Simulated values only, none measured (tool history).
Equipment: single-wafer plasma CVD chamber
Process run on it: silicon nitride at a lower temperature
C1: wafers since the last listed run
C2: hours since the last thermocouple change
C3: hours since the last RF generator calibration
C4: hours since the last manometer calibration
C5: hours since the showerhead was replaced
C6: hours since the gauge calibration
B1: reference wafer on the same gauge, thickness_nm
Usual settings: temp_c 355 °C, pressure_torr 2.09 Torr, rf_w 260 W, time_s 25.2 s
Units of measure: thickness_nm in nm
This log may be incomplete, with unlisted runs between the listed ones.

Run 1, hour 0: usual settings but time_s 24.1 s; C1 0; C2 657.5; C3 1592.4; C4 2070.2; C5 3687.4; C6 163.7; B1 28.589. Result: thickness_nm 27.451 nm.
At hour 20.4: gauge calibrated.
Run 2, hour 31.4: usual settings but time_s 24.1 s; C1 872; C2 688.9; C3 1623.8; C4 2101.6; C5 3718.8; C6 11; B1 28.622. Result: thickness_nm 27.322 nm.
Run 3, hour 50.4: usual settings but time_s 24.1 s; C1 528; C2 707.9; C3 1642.8; C4 2120.6; C5 3737.8; C6 30; B1 28.585. Result: thickness_nm 27.471 nm.
Run 4, hour 63.2: usual settings; C1 355; C2 720.7; C3 1655.6; C4 2133.4; C5 3750.6; C6 42.8; B1 28.6. Result: thickness_nm 28.576 nm.
Run 5, hour 79: usual settings; C1 439; C2 736.5; C3 1671.4; C4 2149.2; C5 3766.4; C6 58.6; B1 28.582. Result: thickness_nm 28.567 nm.
At hour 102.7: RF generator calibrated.
Run 6, hour 103.2: usual settings; C1 450; C2 760.7; C3 0.5; C4 2173.4; C5 3790.6; C6 82.8; B1 28.612. Result: thickness_nm 27.754 nm.
Run 7, hour 131.4: usual settings; C1 783; C2 788.9; C3 28.7; C4 2201.6; C5 3818.8; C6 111; B1 28.584. Result: thickness_nm 27.883 nm.
At hour 155.5: RF generator calibrated, repeated, since the last time left the tool worse.
At hour 164.1: gauge calibrated.
Run 8, hour 166.5: usual settings but temp_c 363 °C, rf_w 240 W, time_s 22.9 s; C1 753; C2 824; C3 11; C4 2236.7; C5 3853.9; C6 2.4; B1 28.58. Result: thickness_nm 25.529 nm.
At hour 192.5: capacitance manometer re-zeroed and calibrated.
Run 9, hour 193: usual settings but time_s 29.9 s; C1 514; C2 850.5; C3 37.5; C4 0.5; C5 3880.4; C6 28.9; B1 28.581. Result: thickness_nm 35.675 nm.
Run 10, hour 203.6: usual settings; C1 294; C2 861.1; C3 48.1; C4 11.1; C5 3891; C6 39.5; B1 28.619. Result: thickness_nm 30.061 nm.
At hour 214.9: thermocouple changed; heater temperature recalibrated.
Run 11, hour 226.8: usual settings but pressure_torr 1.72 Torr; C1 422; C2 11.9; C3 71.3; C4 34.3; C5 3914.2; C6 62.7; B1 28.601. Result: thickness_nm 28.291 nm.

The next listed run, before its measurement:
At hour 250.1: showerhead replaced.
Run 12, hour 250.6: usual settings but temp_c 368 °C, pressure_torr 1.57 Torr; C1 439; C2 35.7; C3 95.1; C4 58.1; C5 0.5; C6 86.5; B1 ?. Result: thickness_nm ?.

Run 12 yielded B1 28.561, thickness_nm 27.486 nm.
On a tool with no hidden condition, and with the same random variation, this run would have come out at thickness_nm 27.64 nm.

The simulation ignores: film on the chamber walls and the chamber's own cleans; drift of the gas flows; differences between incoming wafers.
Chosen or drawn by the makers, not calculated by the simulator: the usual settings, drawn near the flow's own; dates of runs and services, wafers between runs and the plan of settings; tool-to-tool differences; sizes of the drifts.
